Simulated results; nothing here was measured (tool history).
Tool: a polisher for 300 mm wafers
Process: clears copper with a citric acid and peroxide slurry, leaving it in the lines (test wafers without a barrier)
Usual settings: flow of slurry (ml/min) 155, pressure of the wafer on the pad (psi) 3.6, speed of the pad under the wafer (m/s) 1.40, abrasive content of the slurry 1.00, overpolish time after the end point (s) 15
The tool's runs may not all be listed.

run   hour  flow of slurry (ml/min)  pressure of the wafer on the pad (psi)  speed of the pad under the wafer (m/s)  abrasive content of the slurry  overpolish time after the end point (s)  wafers since the last listed run  wafers polished on this pad  hours since the slurry nozzle was cleaned  hours since the head pressure was calibrated  hours since the slurry blender was calibrated  incoming thickness of the incoming film, nm  time until the end point was called (s)  dishing of a wide line in a test structure (Å)
  1    0.0                      155                                     3.6                                    1.40                            1.00                                       15                                 0                         2360                                      241.2                                         630.0                                          137.2                                        340.6                                     87.1                                             355
      12.1  -- head pressure recalibrated
      23.7  -- slurry nozzle cleaned
  2   29.2                      155                                     3.6                                    1.40                            1.00                                       15                               280                         2640                                        5.5                                          17.1                                          166.4                                        343.3                                     81.1                                             350
      51.6  -- worn pad replaced by a new one
  3   62.2                      155                                     3.6                                    1.08                            1.20                                       15                               310                          113                                       38.5                                          50.1                                          199.4                                        332.6                                     93.8                                             339
  4   90.8                      155                                     3.6                                    1.08                            1.20                                       15                               306                          420                                       67.1                                          78.7                                          228.0                                        338.8                                     93.4                                             328
      95.6  -- slurry blender recalibrated
  5  105.0                      155                                     3.6                                    1.40                            1.00                                       13                               130                          550                                       81.3                                          92.9                                            9.4                                        341.6                                     85.9                                             320
  6  124.5                      155                                     3.6                                    1.40                            1.00                                       13                               208                          759                                      100.8                                         112.4                                           28.9                                        342.2                                     86.3                                             324
  7  225.4                      115                                     3.6                                    1.14                            1.20                                       15                              1080                         1840                                      201.7                                         213.3                                          129.8                                        339.1                                    107.9                                             301
  8  250.4                      155                                     3.0                                    1.78                            1.00                                       22                               267                         2108                                      226.7                                         238.3                                          154.8                                        344.1                                     89.6                                             409
  9  263.9                      155                                     4.5                                    1.72                            1.15                                       20                               144                         2253                                      240.2                                         251.8                                          168.3                                        335.3                                     58.0                                             481
     283.0  -- worn pad replaced by a new one
 10  283.5                      155                                     3.6                                    1.40                            1.00                                       15                               167                            5                                      259.8                                         271.4                                          187.9                                        345.3                                     89.7                                             354
     306.8  -- slurry nozzle cleaned
 11  307.3                      155                                     3.6                                    1.40                            1.00                                       15                               244                          249                                        0.5                                         295.2                                          211.7                                        343.6                                     77.0                                             350
 12  338.6                      155                                     3.6                                    1.40                            1.00                                       15                               335                          584                                       31.8                                         326.5                                          243.0                                        346.5                                     81.8                                             360
     364.0  -- slurry blender recalibrated
 13  373.2                      155                                     3.6                                    1.40                            1.00                                       15                               349                          934                                       66.4                                         361.1                                            9.2                                        337.2                                     80.3                                             349
 14  389.5                      155                                     3.6                                    1.40                            0.75                                       15                               174                         1108                                       82.7                                         377.4                                           25.5                                        343.2                                     87.2                                             339
 15  402.1                      155                                     3.6                                    1.40                            1.00                                       15                               134                         1243                                       95.3                                         390.0                                           38.1                                        336.5                                     81.2                                             355
 16  427.8                      155                                     3.6                                    1.40                            1.00                                       15                               275                         1519                                      121.0                                         415.7                                           63.8                                        337.2                                     82.2                                             350
 17  463.5                      155                                     3.6                                    1.40                            1.00                                       15                               382                         1901                                      156.7                                         451.4                                           99.5                                        343.8                                     87.7                                             356
 18  480.8                      155                                     3.6                                    1.06                            0.75                                       15                               185                         2086                                      174.0                                         468.7                                          116.8                                        338.3                                    107.3                                             296
 19  511.9                      155                                     3.6                                    1.40                            0.90                                        9                               333                         2419                                      205.1                                         499.8                                          147.9                                        336.4                                     82.8                                             235
     518.0  -- worn pad replaced by a new one
 20  532.8                      105                                     3.6                                    1.40                            1.00                                       15                               181                          158                                      226.0                                         520.7                                          168.8                                        342.1                                     96.4                                             318
 21  548.4                      155                                     3.6                                    1.40                            1.00                                       15                               167                          325                                      241.6                                         536.3                                          184.4                                        340.3                                     83.3                                             339
 22  575.7                      185                                     3.6                                    1.40                            1.10                                       20                               292                          617                                      268.9                                         563.6                                          211.7                                        339.2                                     77.7                                             418
     581.8  -- slurry nozzle cleaned
 23  605.1                      130                                     2.8                                    1.40                            1.25                                       10                               304                          921                                       23.3                                         593.0                                          241.1                                        340.7                                     97.1                                             237
 24  621.0                      205                                     3.6                                    1.40                            0.80                                       15                               170                         1092                                       39.2                                         608.9                                          257.0                                        344.7                                     80.9                                             371
     635.4  -- slurry blender recalibrated
 25  654.2                      155                                     3.6                                    1.40                            0.80                                       15                               334                         1426                                       72.4                                         642.1                                           18.8                                        338.6                                     83.9                                             352
 26  684.7                      155                                     4.4                                    1.40                            1.20                                       15                               326                         1753                                      102.9                                         672.6                                           49.3                                        347.1                                     67.4                                             398
     727.9  -- worn pad replaced by a new one
 27  791.3                      155                                     2.3                                    1.64                            0.85                                       15                              1099                          679                                      209.5                                         779.2                                          155.9                                        338.7                                    127.1                                             288
     820.4  -- head pressure recalibrated
 28  822.9                      155                                     3.6                                    1.40                            1.00                                       15                               317                          996                                      241.1                                           2.5                                          187.5                                        341.2                                     87.0                                             359

4 ways to go on from here, each from the tool as it stands after run 28. What would each give?
  A  823.4                      155                                     3.6                                    1.72                            1.00                                       15                                 5                         1001                                      241.6                                           3.0                                          188.0                                        336.5                                        ?                                               ?
  B  823.4                      205                                     3.6                                    1.22                            0.90                                       15                                 5                         1001                                      241.6                                           3.0                                          188.0                                        336.5                                        ?                                               ?
  C  823.4                      155                                     3.6                                    1.40                            1.10                                       22                                 5                         1001                                      241.6                                           3.0                                          188.0                                        336.5                                        ?                                               ?
  D  823.4                      155                                     3.6                                    1.54                            1.00                                       10                                 5                         1001                                      241.6                                           3.0                                          188.0                                        336.5                                        ?                                               ?

run  time until the end point was called (s)  dishing of a wide line in a test structure (Å)
  A                                     73.3                                             385
  B                                     88.3                                             345
  C                                     83.0                                             441
  D                                     79.3                                             282
Without the tool's hidden state the same runs would have given:
run  time until the end point was called (s)  dishing of a wide line in a test structure (Å)
  A                                     66.1                                             408
  B                                     81.6                                             362
  C                                     74.8                                             462
  D                                     71.4                                             304

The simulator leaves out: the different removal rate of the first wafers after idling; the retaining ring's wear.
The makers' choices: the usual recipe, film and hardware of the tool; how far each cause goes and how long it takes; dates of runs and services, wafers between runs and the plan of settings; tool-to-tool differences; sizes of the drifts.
